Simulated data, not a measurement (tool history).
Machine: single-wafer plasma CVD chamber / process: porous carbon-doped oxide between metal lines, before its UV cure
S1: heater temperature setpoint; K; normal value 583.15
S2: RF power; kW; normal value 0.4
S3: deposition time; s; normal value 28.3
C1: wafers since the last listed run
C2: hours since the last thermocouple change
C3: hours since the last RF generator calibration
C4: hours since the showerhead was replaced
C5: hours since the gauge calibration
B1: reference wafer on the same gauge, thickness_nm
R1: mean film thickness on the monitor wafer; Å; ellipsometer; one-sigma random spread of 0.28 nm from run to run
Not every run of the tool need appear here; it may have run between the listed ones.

run      day      S1     S2    S3    C1      C2      C3      C4      C5       B1       R1
  1        0  583.15    0.4  24.6     0  1514.5   430.7  3214.1  2124.2  107.009  1037.73
  2    2.838  583.15    0.4  28.3  1378  1582.6   498.8  3282.2  2192.3  107.018  1188.88
  3    6.617  583.15    0.4  31.8  1835  1673.3   589.5  3372.9    2283  106.936  1324.77
  4    9.517  583.15    0.4  31.8  1408  1742.9   659.1  3442.5  2352.6   106.92  1337.01
  5   11.762  583.15    0.4  28.3  1090  1796.8     713  3496.4  2406.5  107.048  1197.11
  6   15.179  583.15    0.4  28.3  1659  1878.8     795  3578.4  2488.5  107.056   1196.9
  7   26.221  583.15    0.4  28.3  5363  2143.8    1060  3843.4  2753.5  106.946  1202.46
  8   29.875  583.15    0.4  28.3  1775  2231.5  1147.7  3931.1  2841.2  106.968  1203.95
      30.788  -- thermocouple changed; heater temperature recalibrated
  9   32.429  583.15    0.4  28.3  1078    39.4    1209  3992.4  2902.5  106.953  1166.87
      32.688  -- gauge calibrated
 10   35.575  583.15    0.4  28.3  1528   114.9  1284.5  4067.9    69.3  106.951  1158.27
 11   37.079  583.15    0.4  26.5   730     151  1320.6    4104   105.4  107.028  1085.92
 12   40.958  583.15    0.4  26.5  1884   244.1  1413.7  4197.1   198.5  107.114  1089.32
 13   44.192  583.15    0.4  26.5  1570   321.7  1491.3  4274.7   276.1  106.908   1086.2
 14   46.329  583.15    0.4  28.3  1038     373  1542.6    4326   327.4  106.991   1162.7
      47.296  -- showerhead replaced
 15   48.029  583.15    0.4  28.3   663   413.8  1583.4    17.6   368.2  107.024  1163.37
 16   49.912  590.15   0.32  30.1   914     459  1628.6    62.8   413.4  106.977   947.43
 17   51.608  592.15  0.325    30   823   499.7  1669.3   103.5   454.1   107.08   953.19
 18   53.292  589.15   0.37  24.1   817   540.1  1709.7   143.9   494.5  106.995   898.47
 19     55.7  570.15    0.4  28.3  1169   597.9  1767.5   201.7   552.3  107.122   1238.2
 20   57.292  583.15  0.435  26.9   773   636.1  1805.7   239.9   590.5  107.003  1200.66
 21   60.858  583.15    0.4  28.3  1732   721.7  1891.3   325.5   676.1  107.028  1160.11
 22   63.283  573.15    0.4  23.5  1177   779.9  1949.5   383.7   734.3  106.976  1018.13
 23   65.258  583.15    0.4  24.6   959   827.3  1996.9   431.1   781.7  107.009  1013.13
 24   66.792  579.15  0.425  25.2   744   864.1  2033.7   467.9   818.5  107.105   1123.3
 25   70.867  583.15    0.4  28.3  1979   961.9  2131.5   565.7   916.3  107.014  1163.92
 26   74.067  594.15  0.335    31  1554  1038.7  2208.3   642.5   993.1  107.064  1004.43
      77.529  -- RF generator calibrated
 27   77.904  592.15  0.425    24  1702  1130.8       9   734.6  1085.2  107.015  1020.72
 28   80.608  593.15   0.47  33.3  1313  1195.7    73.9   799.5  1150.1  107.052  1531.21
 29   83.517  596.15  0.325  23.6  1412  1265.5   143.7   869.3  1219.9  107.108   754.53
 30   90.425  583.15    0.4  28.3  3355  1431.3   309.5  1035.1  1385.7  106.861  1188.13
 31   91.929  590.15    0.4  30.2   730  1467.4   345.6  1071.2  1421.8   107.05  1218.02
 32   94.033  583.15    0.4  28.3  1022  1517.9   396.1  1121.7  1472.3  107.048   1184.8
 33   97.554  583.15   0.37  28.3  1710  1602.4   480.6  1206.2  1556.8   106.99  1097.96
 34   99.754  583.15    0.4  33.6  1068  1655.2   533.4    1259  1609.6  107.058  1397.92
 35  101.488  583.15    0.4  23.7   841  1696.8     575  1300.6  1651.2  107.074  1001.49

Predict each of these 3 candidate next runs independently; none follows another, all start after run 35:
  A  101.504  591.15    0.4  28.3   8  1697.2  575.4  1301  1651.6   ?   ?
  B  101.504  597.15    0.4  31.4   8  1697.2  575.4  1301  1651.6   ?   ?
  C  101.504  595.15  0.375  33.7   8  1697.2  575.4  1301  1651.6   ?   ?

run       B1       R1
  A  106.958  1144.44
  B  106.958  1231.76
  C  106.958  1248.33
With no hidden state in the tool, these same runs would have given:
run       R1
  A  1130.41
  B  1217.34
  C  1233.46
